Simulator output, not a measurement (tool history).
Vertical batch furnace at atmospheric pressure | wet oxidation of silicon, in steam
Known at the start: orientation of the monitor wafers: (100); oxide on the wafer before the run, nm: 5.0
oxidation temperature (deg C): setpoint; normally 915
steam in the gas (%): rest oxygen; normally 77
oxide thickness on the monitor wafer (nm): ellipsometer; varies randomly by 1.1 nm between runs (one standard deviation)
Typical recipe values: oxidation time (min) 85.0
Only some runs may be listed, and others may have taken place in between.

run	day	oxidation temperature (deg C)	oxidation time (min)	steam in the gas (%)	wafers since the last listed run	hours since the last temperature calibration	hours since the steam generator was serviced	hours since the gauge calibration	read-back reference wafer on the same gauge, thickness	oxide thickness on the monitor wafer (nm)
1	0.000	903	64.5	77	0	260.9	1983.2	589.8	224.27	154.85
2	4.438	929	69.0	77	1355	367.4	2089.7	696.3	223.97	219.27
3	8.221	929	69.0	77	1155	458.2	2180.5	787.1	224.26	220.17
4	10.950	915	85.0	77	833	523.7	2246.0	852.6	223.68	224.37
5	13.742	915	85.0	77	852	590.7	2313.0	919.6	224.02	225.41
6	18.133	915	85.0	77	1341	696.1	2418.4	1025.0	223.95	222.65
7	21.767	915	85.0	77	1110	783.3	2505.6	1112.2	224.32	225.43
8	25.279	915	85.0	77	1073	867.6	2589.9	1196.5	224.01	224.18
9	27.879	915	85.0	77	794	930.0	2652.3	1258.9	223.95	222.41
10	32.062	928	85.0	77	1278	1030.4	2752.7	1359.3	224.12	258.89
11	34.504	928	85.0	77	745	1089.0	2811.3	1417.9	224.03	255.72
12	37.675	915	85.0	77	968	1165.1	2887.4	1494.0	224.15	225.37
# day 41.533: steam generator serviced
13	41.838	915	85.0	77	966	1265.0	7.3	1593.9	223.95	225.92
14	43.788	915	127.5	88	595	1311.8	54.1	1640.7	223.85	346.25
# day 48.342: thermocouples replaced and temperature profile calibrated
15	48.362	898	120.5	70	1092	0.5	163.9	1750.5	223.97	225.33
16	49.862	893	69.0	77	458	36.5	199.9	1786.5	223.60	140.09
17	52.362	915	85.0	77	763	96.5	259.9	1846.5	224.05	223.70
18	54.046	915	85.0	77	514	136.9	300.3	1886.9	223.98	224.88
19	56.900	890	85.0	69	872	205.4	368.8	1955.4	223.69	146.84
20	59.417	915	85.0	77	768	265.8	429.2	2015.8	223.45	224.75
21	63.121	895	97.0	88	1131	354.7	518.1	2104.7	223.50	220.89
22	65.517	937	103.5	77	731	412.2	575.6	2162.2	223.83	327.78
# day 69.254: gauge calibrated
23	76.958	915	115.0	72	3495	686.8	850.2	184.9	223.91	272.69
24	79.775	915	85.0	77	860	754.4	917.8	252.5	224.11	224.26
25	83.038	923	115.0	82	996	832.7	996.1	330.8	223.97	327.55
26	84.783	915	85.0	77	533	874.6	1038.0	372.7	223.69	225.24
27	88.400	915	85.0	82	1104	961.4	1124.8	459.5	224.06	236.73

Forecast each of these 3 alternatives for the next run:
A	88.621	915	85.0	77	67	966.7	1130.1	464.8	?	?
B	88.621	915	113.0	77	67	966.7	1130.1	464.8	?	?
C	88.621	915	85.0	69	67	966.7	1130.1	464.8	?	?

run	read-back reference wafer on the same gauge, thickness	oxide thickness on the monitor wafer (nm)
A	224.27	222.93
B	224.27	281.86
C	224.27	203.35
Take away the tool's hidden state, keep each run's random variation, and the runs would have read:
run	oxide thickness on the monitor wafer (nm)
A	222.93
B	281.86
C	203.35

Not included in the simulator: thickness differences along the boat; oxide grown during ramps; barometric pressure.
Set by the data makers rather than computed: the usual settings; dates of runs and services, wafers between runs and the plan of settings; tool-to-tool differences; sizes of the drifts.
